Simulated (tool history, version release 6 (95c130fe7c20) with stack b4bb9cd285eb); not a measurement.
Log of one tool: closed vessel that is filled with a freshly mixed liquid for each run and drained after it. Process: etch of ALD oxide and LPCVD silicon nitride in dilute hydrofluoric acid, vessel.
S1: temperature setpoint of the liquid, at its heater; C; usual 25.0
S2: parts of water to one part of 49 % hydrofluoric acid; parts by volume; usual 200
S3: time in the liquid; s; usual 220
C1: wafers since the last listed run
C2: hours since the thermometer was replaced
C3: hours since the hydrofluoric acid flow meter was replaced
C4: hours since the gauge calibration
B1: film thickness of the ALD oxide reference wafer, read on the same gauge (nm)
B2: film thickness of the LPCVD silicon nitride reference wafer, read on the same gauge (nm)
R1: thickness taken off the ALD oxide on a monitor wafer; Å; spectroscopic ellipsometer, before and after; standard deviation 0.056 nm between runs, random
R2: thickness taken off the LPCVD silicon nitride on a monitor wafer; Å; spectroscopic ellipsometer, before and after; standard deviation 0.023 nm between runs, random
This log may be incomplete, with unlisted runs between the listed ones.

run,hour,S1,S2,S3,C1,C2,C3,C4,B1,B2,R1,R2
1,0.0,25.0,200,220,0,1872.5,1101.5,656.3,80.00,129.984,108.0,7.50
# hour 19.3: gauge calibrated
2,69.2,25.0,200,220,5442,1941.7,1170.7,49.9,79.99,129.992,108.7,7.41
3,106.4,25.0,200,220,2925,1978.9,1207.9,87.1,79.99,130.006,108.4,7.61
4,135.3,25.0,200,220,2272,2007.8,1236.8,116.0,80.02,130.006,108.9,7.32
5,200.0,25.0,270,220,5088,2072.5,1301.5,180.7,80.01,130.020,73.6,5.46
6,397.6,25.0,270,220,15540,2270.1,1499.1,378.3,79.98,130.024,74.9,5.55
7,439.3,25.0,200,220,3279,2311.8,1540.8,420.0,80.00,130.034,109.0,7.64
# hour 467.3: hydrofluoric acid flow meter replaced
8,472.4,25.0,200,220,2524,2344.9,5.1,453.1,80.00,130.004,110.2,7.97
9,522.8,25.0,200,220,3963,2395.3,55.5,503.5,80.01,129.953,108.6,7.86
10,555.7,25.0,225,220,2587,2428.2,88.4,536.4,79.99,129.998,94.5,7.08
# hour 568.4: gauge calibrated
11,584.3,25.0,200,220,2249,2456.8,117.0,15.9,80.01,130.030,110.4,7.96
12,650.8,25.0,200,220,5230,2523.3,183.5,82.4,79.98,129.987,109.5,7.20
13,695.0,25.0,130,220,3476,2567.5,227.7,126.6,80.01,129.999,184.6,12.60
14,750.8,25.0,130,220,4388,2623.3,283.5,182.4,79.99,130.021,184.4,11.98
15,776.0,25.0,200,255,1981,2648.5,308.7,207.6,80.01,130.021,128.2,9.11
16,808.4,27.0,245,270,2548,2680.9,341.1,240.0,80.02,129.996,113.9,8.58
17,842.8,23.0,150,105,2705,2715.3,375.5,274.4,80.01,129.972,70.0,4.33
# hour 871.4: thermometer replaced
18,885.6,27.5,200,220,3287,14.2,418.3,317.2,79.98,129.985,111.4,7.60
19,932.7,21.5,295,260,3704,61.3,465.4,364.3,80.00,130.013,65.5,4.57
20,988.9,29.5,160,120,4419,117.5,521.6,420.5,80.00,130.003,86.6,5.88

Run 21 has not been measured yet. What should we expect?
21,1039.9,22.5,200,220,4010,168.5,572.6,471.5,?,?,?,?

{"run 21": {"B1": 79.99, "B2": 129.989, "R1": 92.9, "R2": 5.99}}
The same run, on a tool lacking any hidden state, would have yielded R1 92.3 Å, R2 5.93 Å.
